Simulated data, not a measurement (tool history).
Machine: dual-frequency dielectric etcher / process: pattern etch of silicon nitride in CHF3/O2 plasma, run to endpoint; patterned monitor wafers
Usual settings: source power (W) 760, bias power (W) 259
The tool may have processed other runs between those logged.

run,hour,source power (W),bias power (W),wafers since the last listed run,hours since the last wet clean,hours since the last source power generator calibration,hours since the last bias power generator calibration,hours since the last upper electrode change,"incoming incoming film thickness, nm",endpoint time (s)
1,0,840,259,0,358.3,1429.1,2570.9,4041.3,72.6,33.9
2,28.6,760,207,422,386.9,1457.7,2599.5,4069.9,72.9,37.7
3,48.8,760,259,298,407.1,1477.9,2619.7,4090.1,72.6,35.3
4,84.2,760,259,523,442.5,1513.3,2655.1,4125.5,73.6,35.8
5,114.6,760,259,449,472.9,1543.7,2685.5,4155.9,73.3,35.5
6,137.8,760,259,342,496.1,1566.9,2708.7,4179.1,72.5,35.1
7,168,760,259,446,526.3,1597.1,2738.9,4209.3,72.9,35.3
8,192.1,760,301,356,550.4,1621.2,2763,4233.4,72.4,33.3
9,217.1,760,301,369,575.4,1646.2,2788,4258.4,73.2,33.6
# hour 254.1: wet clean of the chamber
10,254.6,760,259,199,0.5,1683.7,2825.5,4295.9,73.1,36.6
11,262.6,760,259,118,8.5,1691.7,2833.5,4303.9,72.3,36
12,283.8,760,259,313,29.7,1712.9,2854.7,4325.1,73.1,36.4
13,302.8,760,216,280,48.7,1731.9,2873.7,4344.1,73.7,38.6
# hour 327.9: bias power generator calibrated
# hour 351.2: upper electrode replaced
14,351.7,760,216,319,97.6,1780.8,23.8,0.5,72.8,38.2
15,352.1,760,259,5,98,1781.2,24.2,0.9,73.2,36.3
16,379.3,920,322,402,125.2,1808.4,51.4,28.1,72.6,30.6
17,408.7,710,224,434,154.6,1837.8,80.8,57.5,73,38.9
# hour 424.4: source power generator calibrated
18,439.8,690,298,400,185.7,15.4,111.9,88.6,73,36.4
19,474,760,259,505,219.9,49.6,146.1,122.8,73.4,36.1
20,498.2,820,259,357,244.1,73.8,170.3,147,71.8,33.9
21,519.2,910,292,310,265.1,94.8,191.3,168,72.9,31.7
22,532,760,259,189,277.9,107.6,204.1,180.8,73.4,36
23,552.6,890,289,304,298.5,128.2,224.7,201.4,72.9,32
24,584.3,760,259,468,330.2,159.9,256.4,233.1,73.3,35.9
25,606.2,760,225,323,352.1,181.8,278.3,255,72.7,36.9
26,631.6,760,283,375,377.5,207.2,303.7,280.4,73,34.6
27,648.1,660,300,243,394,223.7,320.2,296.9,72.6,36.2

Forecast each of these 3 alternatives for the next run:
A,648.5,760,206,5,394.4,224.1,320.6,297.3,73.6,?
B,648.5,680,301,5,394.4,224.1,320.6,297.3,73.6,?
C,648.5,760,209,5,394.4,224.1,320.6,297.3,73.6,?

run,endpoint time (s)
A,38.1
B,36.2
C,37.9
What these runs would have given with no unlogged condition in the tool:
run,endpoint time (s)
A,39.3
B,37.3
C,39.1
